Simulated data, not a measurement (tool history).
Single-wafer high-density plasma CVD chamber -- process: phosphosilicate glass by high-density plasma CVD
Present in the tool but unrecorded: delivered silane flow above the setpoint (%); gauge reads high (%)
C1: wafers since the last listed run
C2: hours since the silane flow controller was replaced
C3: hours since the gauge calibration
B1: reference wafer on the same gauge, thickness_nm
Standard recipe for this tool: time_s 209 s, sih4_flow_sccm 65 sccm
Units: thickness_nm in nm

{"run": 1, "hour": 0.0, "time_s": 236, "sih4_flow_sccm": 65, "C1": 0, "C2": 3648, "C3": 824.9, "B1": 1219.89, "thickness_nm": 1604.667}
{"run": 2, "hour": 25.0, "time_s": 209, "sih4_flow_sccm": 65, "C1": 118, "C2": 3673, "C3": 849.9, "B1": 1220.907, "thickness_nm": 1403.422}
{"run": 3, "hour": 44.9, "time_s": 200, "sih4_flow_sccm": 65, "C1": 94, "C2": 3692.9, "C3": 869.8, "B1": 1219.004, "thickness_nm": 1356.12}
{"run": 4, "hour": 79.5, "time_s": 200, "sih4_flow_sccm": 65, "C1": 163, "C2": 3727.5, "C3": 904.4, "B1": 1220.268, "thickness_nm": 1353.375}
{"run": 5, "hour": 107.7, "time_s": 232, "sih4_flow_sccm": 58, "C1": 133, "C2": 3755.7, "C3": 932.6, "B1": 1219.572, "thickness_nm": 1406.389}
{"run": 6, "hour": 134.3, "time_s": 232, "sih4_flow_sccm": 58, "C1": 125, "C2": 3782.3, "C3": 959.2, "B1": 1218.287, "thickness_nm": 1403.855}
{"run": 7, "hour": 151.5, "time_s": 232, "sih4_flow_sccm": 58, "C1": 81, "C2": 3799.5, "C3": 976.4, "B1": 1218.321, "thickness_nm": 1401.962}
{"run": 8, "hour": 187.3, "time_s": 200, "sih4_flow_sccm": 62, "C1": 169, "C2": 3835.3, "C3": 1012.2, "B1": 1221.776, "thickness_nm": 1295.353}
{"run": 9, "hour": 216.7, "time_s": 200, "sih4_flow_sccm": 62, "C1": 139, "C2": 3864.7, "C3": 1041.6, "B1": 1218.852, "thickness_nm": 1291.198}
{"run": 10, "hour": 250.0, "time_s": 200, "sih4_flow_sccm": 62, "C1": 157, "C2": 3898, "C3": 1074.9, "B1": 1219.509, "thickness_nm": 1285.715}
{"run": 11, "hour": 262.2, "time_s": 193, "sih4_flow_sccm": 58, "C1": 57, "C2": 3910.2, "C3": 1087.1, "B1": 1219.033, "thickness_nm": 1158.106}
{"run": 12, "hour": 296.1, "time_s": 193, "sih4_flow_sccm": 58, "C1": 160, "C2": 3944.1, "C3": 1121, "B1": 1220.226, "thickness_nm": 1175.276}
{"run": 13, "hour": 313.7, "time_s": 193, "sih4_flow_sccm": 58, "C1": 83, "C2": 3961.7, "C3": 1138.6, "B1": 1218.906, "thickness_nm": 1168.424}
{"run": 14, "hour": 345.3, "time_s": 209, "sih4_flow_sccm": 65, "C1": 149, "C2": 3993.3, "C3": 1170.2, "B1": 1218.104, "thickness_nm": 1419.361}
{"run": 15, "hour": 377.9, "time_s": 209, "sih4_flow_sccm": 65, "C1": 154, "C2": 4025.9, "C3": 1202.8, "B1": 1219.881, "thickness_nm": 1409.393}
{"run": 16, "hour": 393.3, "time_s": 209, "sih4_flow_sccm": 65, "C1": 72, "C2": 4041.3, "C3": 1218.2, "B1": 1219.066, "thickness_nm": 1410.417}
{"run": 17, "hour": 410.0, "time_s": 192, "sih4_flow_sccm": 69, "C1": 79, "C2": 4058, "C3": 1234.9, "B1": 1220.616, "thickness_nm": 1378.934}
{"run": 18, "hour": 442.2, "time_s": 209, "sih4_flow_sccm": 65, "C1": 152, "C2": 4090.2, "C3": 1267.1, "B1": 1220.114, "thickness_nm": 1416.202}
{"hour": 445.0, "done": "gauge calibrated"}
{"run": 19, "hour": 465.3, "time_s": 209, "sih4_flow_sccm": 65, "C1": 109, "C2": 4113.3, "C3": 20.3, "B1": 1218.621, "thickness_nm": 1420.949}
{"run": 20, "hour": 526.7, "time_s": 209, "sih4_flow_sccm": 65, "C1": 290, "C2": 4174.7, "C3": 81.7, "B1": 1221.167, "thickness_nm": 1418.825}
{"run": 21, "hour": 543.7, "time_s": 233, "sih4_flow_sccm": 75, "C1": 80, "C2": 4191.7, "C3": 98.7, "B1": 1220.868, "thickness_nm": 1825.499}
{"run": 22, "hour": 573.8, "time_s": 233, "sih4_flow_sccm": 75, "C1": 142, "C2": 4221.8, "C3": 128.8, "B1": 1220.746, "thickness_nm": 1819.687}
{"run": 23, "hour": 587.8, "time_s": 236, "sih4_flow_sccm": 60, "C1": 66, "C2": 4235.8, "C3": 142.8, "B1": 1219.632, "thickness_nm": 1472.821}
{"run": 24, "hour": 613.1, "time_s": 174, "sih4_flow_sccm": 65, "C1": 119, "C2": 4261.1, "C3": 168.1, "B1": 1219.758, "thickness_nm": 1181.373}
{"run": 25, "hour": 630.2, "time_s": 245, "sih4_flow_sccm": 75, "C1": 80, "C2": 4278.2, "C3": 185.2, "B1": 1219.728, "thickness_nm": 1918.302}
{"run": 26, "hour": 660.1, "time_s": 209, "sih4_flow_sccm": 65, "C1": 141, "C2": 4308.1, "C3": 215.1, "B1": 1220.94, "thickness_nm": 1424.817}
{"run": 27, "hour": 684.6, "time_s": 241, "sih4_flow_sccm": 55, "C1": 116, "C2": 4332.6, "C3": 239.6, "B1": 1219.295, "thickness_nm": 1385.367}
{"run": 28, "hour": 710.9, "time_s": 248, "sih4_flow_sccm": 70, "C1": 124, "C2": 4358.9, "C3": 265.9, "B1": 1219.368, "thickness_nm": 1816.402}
{"hour": 764.0, "done": "silane flow controller replaced"}
{"run": 29, "hour": 800.0, "time_s": 221, "sih4_flow_sccm": 76, "C1": 384, "C2": 36, "C3": 355, "B1": 1220.645, "thickness_nm": 1637.385}
{"run": 30, "hour": 812.6, "time_s": 209, "sih4_flow_sccm": 65, "C1": 59, "C2": 48.6, "C3": 367.6, "B1": 1219.674, "thickness_nm": 1323.923}
{"run": 31, "hour": 839.1, "time_s": 209, "sih4_flow_sccm": 77, "C1": 125, "C2": 75.1, "C3": 394.1, "B1": 1218.717, "thickness_nm": 1573.992}
{"run": 32, "hour": 854.1, "time_s": 209, "sih4_flow_sccm": 58, "C1": 71, "C2": 90.1, "C3": 409.1, "B1": 1219.448, "thickness_nm": 1185.021}
{"run": 33, "hour": 882.1, "time_s": 244, "sih4_flow_sccm": 71, "C1": 132, "C2": 118.1, "C3": 437.1, "B1": 1220.98, "thickness_nm": 1689.031}
{"run": 34, "hour": 906.2, "time_s": 209, "sih4_flow_sccm": 65, "C1": 114, "C2": 142.2, "C3": 461.2, "B1": 1220.205, "thickness_nm": 1329.568}
{"run": 35, "hour": 933.4, "time_s": 250, "sih4_flow_sccm": 65, "C1": 128, "C2": 169.4, "C3": 488.4, "B1": 1219.711, "thickness_nm": 1594.077}
{"run": 36, "hour": 951.6, "time_s": 209, "sih4_flow_sccm": 65, "C1": 86, "C2": 187.6, "C3": 506.6, "B1": 1218.86, "thickness_nm": 1336.267}
{"run": 37, "hour": 963.9, "time_s": 195, "sih4_flow_sccm": 61, "C1": 58, "C2": 199.9, "C3": 518.9, "B1": 1220.208, "thickness_nm": 1174.45}
{"run": 38, "hour": 1058.4, "time_s": 209, "sih4_flow_sccm": 65, "C1": 447, "C2": 294.4, "C3": 613.4, "B1": 1220.633, "thickness_nm": 1335.815}
{"run": 39, "hour": 1119.8, "time_s": 233, "sih4_flow_sccm": 75, "C1": 290, "C2": 355.8, "C3": 674.8, "B1": 1221.479, "thickness_nm": 1736.664}
{"run": 40, "hour": 1151.2, "time_s": 209, "sih4_flow_sccm": 65, "C1": 148, "C2": 387.2, "C3": 706.2, "B1": 1220.264, "thickness_nm": 1339.991}
{"run": 41, "hour": 1173.3, "time_s": 209, "sih4_flow_sccm": 65, "C1": 104, "C2": 409.3, "C3": 728.3, "B1": 1220.751, "thickness_nm": 1348.48}
{"run": 42, "hour": 1207.1, "time_s": 209, "sih4_flow_sccm": 65, "C1": 160, "C2": 443.1, "C3": 762.1, "B1": 1218.583, "thickness_nm": 1344.228}
{"run": 43, "hour": 1233.3, "time_s": 225, "sih4_flow_sccm": 59, "C1": 124, "C2": 469.3, "C3": 788.3, "B1": 1221.49, "thickness_nm": 1309.551}
{"run": 44, "hour": 1264.0, "time_s": 222, "sih4_flow_sccm": 54, "C1": 145, "C2": 500, "C3": 819, "B1": 1221.937, "thickness_nm": 1186.826}
{"run": 45, "hour": 1291.8, "time_s": 245, "sih4_flow_sccm": 52, "C1": 131, "C2": 527.8, "C3": 846.8, "B1": 1218.931, "thickness_nm": 1266.908}

Here are 3 independent what-if runs from the current tool condition. What would each one return?
{"run": "A", "hour": 1292.3, "time_s": 209, "sih4_flow_sccm": 52, "C1": 2, "C2": 528.3, "C3": 847.3, "B1": "?", "thickness_nm": "?"}
{"run": "B", "hour": 1292.3, "time_s": 178, "sih4_flow_sccm": 55, "C1": 2, "C2": 528.3, "C3": 847.3, "B1": "?", "thickness_nm": "?"}
{"run": "C", "hour": 1292.3, "time_s": 189, "sih4_flow_sccm": 52, "C1": 2, "C2": 528.3, "C3": 847.3, "B1": "?", "thickness_nm": "?"}

run=A B1=1220.587 thickness_nm=1081.467
run=B B1=1220.587 thickness_nm=974.196
run=C B1=1220.587 thickness_nm=977.977
Stripped of hidden state, with their random variation kept, the same runs would have yielded:
run=A thickness_nm=1073.454
run=B thickness_nm=966.977
run=C thickness_nm=970.731
